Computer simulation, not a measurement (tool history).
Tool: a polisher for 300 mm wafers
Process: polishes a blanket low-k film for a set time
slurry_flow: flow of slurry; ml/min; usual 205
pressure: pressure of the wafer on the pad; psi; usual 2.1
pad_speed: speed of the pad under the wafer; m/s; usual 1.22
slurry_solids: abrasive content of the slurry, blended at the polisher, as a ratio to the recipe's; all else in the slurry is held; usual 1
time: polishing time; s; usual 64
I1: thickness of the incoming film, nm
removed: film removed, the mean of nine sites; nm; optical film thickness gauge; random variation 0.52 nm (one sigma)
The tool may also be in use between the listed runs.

run 1 day=0 | slurry_flow=205 pressure=2.1 pad_speed=1.22 slurry_solids=0.85 time=53 | I1=714.1 | removed=25.5
run 2 day=2.021 | slurry_flow=205 pressure=2.1 pad_speed=1.22 slurry_solids=1 time=64 | I1=705.3 | removed=34
-- day=5.504 conditioning disc replaced and pad reconditioned
-- day=7.217 slurry blender recalibrated
run 3 day=12.846 | slurry_flow=205 pressure=2.1 pad_speed=1.22 slurry_solids=1 time=64 | I1=715.1 | removed=34.1
-- day=13.821 worn pad replaced by a new one
-- day=14.096 slurry nozzle cleaned
run 4 day=14.683 | slurry_flow=205 pressure=2.1 pad_speed=1.22 slurry_solids=1 time=64 | I1=714.4 | removed=34
run 5 day=18.375 | slurry_flow=205 pressure=2.1 pad_speed=1.22 slurry_solids=1 time=64 | I1=714.3 | removed=34.2
run 6 day=20.496 | slurry_flow=205 pressure=2.1 pad_speed=1.22 slurry_solids=1 time=64 | I1=708.8 | removed=33.7
run 7 day=23.162 | slurry_flow=205 pressure=2.1 pad_speed=1.22 slurry_solids=1 time=64 | I1=712.7 | removed=33.3
-- day=23.929 head pressure recalibrated
-- day=24.008 slurry blender recalibrated
run 8 day=24.742 | slurry_flow=205 pressure=2.1 pad_speed=1.22 slurry_solids=1 time=64 | I1=711.9 | removed=35.5
-- day=27.592 conditioning disc replaced and pad reconditioned
run 9 day=28.308 | slurry_flow=205 pressure=2.1 pad_speed=1.22 slurry_solids=1 time=64 | I1=699.2 | removed=35.7
-- day=31.796 worn pad replaced by a new one
run 10 day=31.817 | slurry_flow=205 pressure=2.1 pad_speed=1.22 slurry_solids=1 time=64 | I1=712.2 | removed=34.4
run 11 day=35.238 | slurry_flow=205 pressure=2.1 pad_speed=1.22 slurry_solids=1 time=64 | I1=709.4 | removed=34.1
run 12 day=36.979 | slurry_flow=205 pressure=2.1 pad_speed=1.22 slurry_solids=1 time=64 | I1=709.3 | removed=33.4
-- day=40.304 slurry blender recalibrated
run 13 day=40.775 | slurry_flow=225 pressure=2.1 pad_speed=1.22 slurry_solids=1 time=64 | I1=710.8 | removed=36.1
-- day=45.921 slurry nozzle cleaned
run 14 day=48.542 | slurry_flow=205 pressure=2.1 pad_speed=1.22 slurry_solids=1 time=64 | I1=698.2 | removed=34.4
-- day=49.662 conditioning disc replaced and pad reconditioned
-- day=50.379 worn pad replaced by a new one
run 15 day=50.4 | slurry_flow=205 pressure=2.1 pad_speed=1.22 slurry_solids=1 time=64 | I1=699.8 | removed=34.1
run 16 day=52.775 | slurry_flow=160 pressure=2.4 pad_speed=1.22 slurry_solids=1.15 time=45 | I1=714 | removed=28.1
run 17 day=54.9 | slurry_flow=205 pressure=1.8 pad_speed=1.54 slurry_solids=0.9 time=64 | I1=712.6 | removed=33.2

Forecast run 18:
-- day=56.325 slurry blender recalibrated
run 18 day=57.05 | slurry_flow=205 pressure=2.1 pad_speed=1.22 slurry_solids=1.2 time=64 | I1=706.2 | removed=?

removed: 37.9 nm
Without the tool's hidden state the same run would have given removed 38.1 nm.
